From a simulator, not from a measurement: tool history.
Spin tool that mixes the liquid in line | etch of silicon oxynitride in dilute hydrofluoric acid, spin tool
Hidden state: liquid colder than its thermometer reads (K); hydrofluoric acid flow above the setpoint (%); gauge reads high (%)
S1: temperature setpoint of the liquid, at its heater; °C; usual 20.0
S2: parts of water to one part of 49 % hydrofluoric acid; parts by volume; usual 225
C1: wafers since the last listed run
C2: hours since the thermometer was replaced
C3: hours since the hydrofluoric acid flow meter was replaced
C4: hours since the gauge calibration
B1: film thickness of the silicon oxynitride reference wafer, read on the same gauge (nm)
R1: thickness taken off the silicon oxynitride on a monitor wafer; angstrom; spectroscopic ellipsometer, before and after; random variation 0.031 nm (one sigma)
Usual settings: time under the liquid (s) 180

{"run": 1, "hour": 0.0, "S1": 20.0, "S2": 160, "time under the liquid (s)": 110, "C1": 0, "C2": 1491.1, "C3": 517.0, "C4": 320.4, "B1": 110.017, "R1": 26.11}
{"run": 2, "hour": 70.0, "S1": 20.0, "S2": 160, "time under the liquid (s)": 110, "C1": 422, "C2": 1561.1, "C3": 587.0, "C4": 390.4, "B1": 110.033, "R1": 26.22}
{"run": 3, "hour": 116.9, "S1": 23.0, "S2": 225, "time under the liquid (s)": 180, "C1": 283, "C2": 1608.0, "C3": 633.9, "C4": 437.3, "B1": 110.019, "R1": 33.81}
{"run": 4, "hour": 151.2, "S1": 20.0, "S2": 225, "time under the liquid (s)": 180, "C1": 207, "C2": 1642.3, "C3": 668.2, "C4": 471.6, "B1": 110.002, "R1": 29.23}
{"hour": 176.8, "done": "hydrofluoric acid flow meter replaced"}
{"run": 5, "hour": 217.6, "S1": 20.0, "S2": 225, "time under the liquid (s)": 180, "C1": 395, "C2": 1708.7, "C3": 40.8, "C4": 538.0, "B1": 109.956, "R1": 26.52}
{"run": 6, "hour": 250.1, "S1": 20.0, "S2": 225, "time under the liquid (s)": 180, "C1": 196, "C2": 1741.2, "C3": 73.3, "C4": 570.5, "B1": 110.018, "R1": 26.3}
{"run": 7, "hour": 424.9, "S1": 20.0, "S2": 225, "time under the liquid (s)": 180, "C1": 1055, "C2": 1916.0, "C3": 248.1, "C4": 745.3, "B1": 109.99, "R1": 26.68}
{"run": 8, "hour": 469.0, "S1": 20.0, "S2": 225, "time under the liquid (s)": 150, "C1": 266, "C2": 1960.1, "C3": 292.2, "C4": 789.4, "B1": 109.946, "R1": 22.26}
{"run": 9, "hour": 519.0, "S1": 20.0, "S2": 225, "time under the liquid (s)": 150, "C1": 301, "C2": 2010.1, "C3": 342.2, "C4": 839.4, "B1": 109.962, "R1": 22.95}
{"run": 10, "hour": 560.7, "S1": 17.5, "S2": 225, "time under the liquid (s)": 180, "C1": 251, "C2": 2051.8, "C3": 383.9, "C4": 881.1, "B1": 110.023, "R1": 24.4}
{"run": 11, "hour": 620.5, "S1": 20.0, "S2": 225, "time under the liquid (s)": 180, "C1": 361, "C2": 2111.6, "C3": 443.7, "C4": 940.9, "B1": 110.02, "R1": 27.65}
{"run": 12, "hour": 662.9, "S1": 20.0, "S2": 225, "time under the liquid (s)": 180, "C1": 256, "C2": 2154.0, "C3": 486.1, "C4": 983.3, "B1": 110.007, "R1": 27.52}
{"run": 13, "hour": 689.5, "S1": 20.0, "S2": 225, "time under the liquid (s)": 180, "C1": 160, "C2": 2180.6, "C3": 512.7, "C4": 1009.9, "B1": 110.031, "R1": 27.5}
{"run": 14, "hour": 744.3, "S1": 20.0, "S2": 180, "time under the liquid (s)": 180, "C1": 330, "C2": 2235.4, "C3": 567.5, "C4": 1064.7, "B1": 109.933, "R1": 35.48}
{"hour": 779.8, "done": "thermometer replaced"}
{"run": 15, "hour": 784.3, "S1": 23.5, "S2": 255, "time under the liquid (s)": 255, "C1": 235, "C2": 4.5, "C3": 607.5, "C4": 1104.7, "B1": 109.993, "R1": 44.35}
{"hour": 798.0, "done": "gauge calibrated"}
{"hour": 828.0, "done": "hydrofluoric acid flow meter replaced"}
{"run": 16, "hour": 846.4, "S1": 20.0, "S2": 225, "time under the liquid (s)": 180, "C1": 369, "C2": 66.6, "C3": 18.4, "C4": 48.4, "B1": 110.025, "R1": 27.76}
{"run": 17, "hour": 896.9, "S1": 20.0, "S2": 225, "time under the liquid (s)": 150, "C1": 305, "C2": 117.1, "C3": 68.9, "C4": 98.9, "B1": 110.022, "R1": 23.7}
{"run": 18, "hour": 928.1, "S1": 25.0, "S2": 300, "time under the liquid (s)": 85, "C1": 188, "C2": 148.3, "C3": 100.1, "C4": 130.1, "B1": 110.009, "R1": 11.78}
{"run": 19, "hour": 961.3, "S1": 17.0, "S2": 260, "time under the liquid (s)": 180, "C1": 200, "C2": 181.5, "C3": 133.3, "C4": 163.3, "B1": 109.999, "R1": 20.79}
{"run": 20, "hour": 1018.5, "S1": 20.0, "S2": 225, "time under the liquid (s)": 180, "C1": 345, "C2": 238.7, "C3": 190.5, "C4": 220.5, "B1": 110.022, "R1": 28.17}
{"run": 21, "hour": 1079.9, "S1": 17.0, "S2": 225, "time under the liquid (s)": 180, "C1": 370, "C2": 300.1, "C3": 251.9, "C4": 281.9, "B1": 110.009, "R1": 25.74}
{"run": 22, "hour": 1108.8, "S1": 18.0, "S2": 320, "time under the liquid (s)": 230, "C1": 174, "C2": 329.0, "C3": 280.8, "C4": 310.8, "B1": 110.007, "R1": 22.84}
{"run": 23, "hour": 1149.0, "S1": 20.0, "S2": 165, "time under the liquid (s)": 105, "C1": 242, "C2": 369.2, "C3": 321.0, "C4": 351.0, "B1": 110.024, "R1": 24.35}
{"run": 24, "hour": 1180.0, "S1": 20.0, "S2": 225, "time under the liquid (s)": 180, "C1": 187, "C2": 400.2, "C3": 352.0, "C4": 382.0, "B1": 110.017, "R1": 28.87}
{"run": 25, "hour": 1241.3, "S1": 22.0, "S2": 185, "time under the liquid (s)": 105, "C1": 370, "C2": 461.5, "C3": 413.3, "C4": 443.3, "B1": 109.992, "R1": 23.13}
{"run": 26, "hour": 1285.0, "S1": 18.5, "S2": 190, "time under the liquid (s)": 180, "C1": 263, "C2": 505.2, "C3": 457.0, "C4": 487.0, "B1": 109.993, "R1": 33.99}
{"run": 27, "hour": 1336.3, "S1": 20.0, "S2": 160, "time under the liquid (s)": 110, "C1": 309, "C2": 556.5, "C3": 508.3, "C4": 538.3, "B1": 110.068, "R1": 26.45}
{"run": 28, "hour": 1376.3, "S1": 22.5, "S2": 135, "time under the liquid (s)": 180, "C1": 241, "C2": 596.5, "C3": 548.3, "C4": 578.3, "B1": 109.999, "R1": 59.86}
{"run": 29, "hour": 1417.5, "S1": 22.0, "S2": 225, "time under the liquid (s)": 180, "C1": 248, "C2": 637.7, "C3": 589.5, "C4": 619.5, "B1": 110.0, "R1": 32.79}
{"hour": 1469.2, "done": "hydrofluoric acid flow meter replaced"}
{"run": 30, "hour": 1480.7, "S1": 20.0, "S2": 180, "time under the liquid (s)": 75, "C1": 375, "C2": 700.9, "C3": 11.5, "C4": 682.7, "B1": 110.04, "R1": 15.31}
{"run": 31, "hour": 1525.7, "S1": 21.5, "S2": 225, "time under the liquid (s)": 180, "C1": 271, "C2": 745.9, "C3": 56.5, "C4": 727.7, "B1": 109.967, "R1": 29.34}
{"run": 32, "hour": 1583.1, "S1": 20.0, "S2": 165, "time under the liquid (s)": 225, "C1": 346, "C2": 803.3, "C3": 113.9, "C4": 785.1, "B1": 110.029, "R1": 50.2}
{"run": 33, "hour": 1642.7, "S1": 24.5, "S2": 225, "time under the liquid (s)": 180, "C1": 359, "C2": 862.9, "C3": 173.5, "C4": 844.7, "B1": 110.013, "R1": 34.45}
{"run": 34, "hour": 1701.5, "S1": 23.5, "S2": 195, "time under the liquid (s)": 100, "C1": 355, "C2": 921.7, "C3": 232.3, "C4": 903.5, "B1": 110.033, "R1": 22.43}

3 ways to go on from here, each from the tool as it stands after run 34. What would each give?
{"run": "A", "hour": 1702.0, "S1": 18.5, "S2": 225, "time under the liquid (s)": 180, "C1": 3, "C2": 922.2, "C3": 232.8, "C4": 904.0, "B1": "?", "R1": "?"}
{"run": "B", "hour": 1702.0, "S1": 17.0, "S2": 195, "time under the liquid (s)": 275, "C1": 3, "C2": 922.2, "C3": 232.8, "C4": 904.0, "B1": "?", "R1": "?"}
{"run": "C", "hour": 1702.0, "S1": 24.5, "S2": 225, "time under the liquid (s)": 90, "C1": 3, "C2": 922.2, "C3": 232.8, "C4": 904.0, "B1": "?", "R1": "?"}

run=A B1=109.968 R1=26.70
run=B B1=109.968 R1=44.54
run=C B1=109.968 R1=17.58
Without the tool's hidden state the same runs would have given:
run=A R1=26.42
run=B R1=44.17
run=C R1=17.32
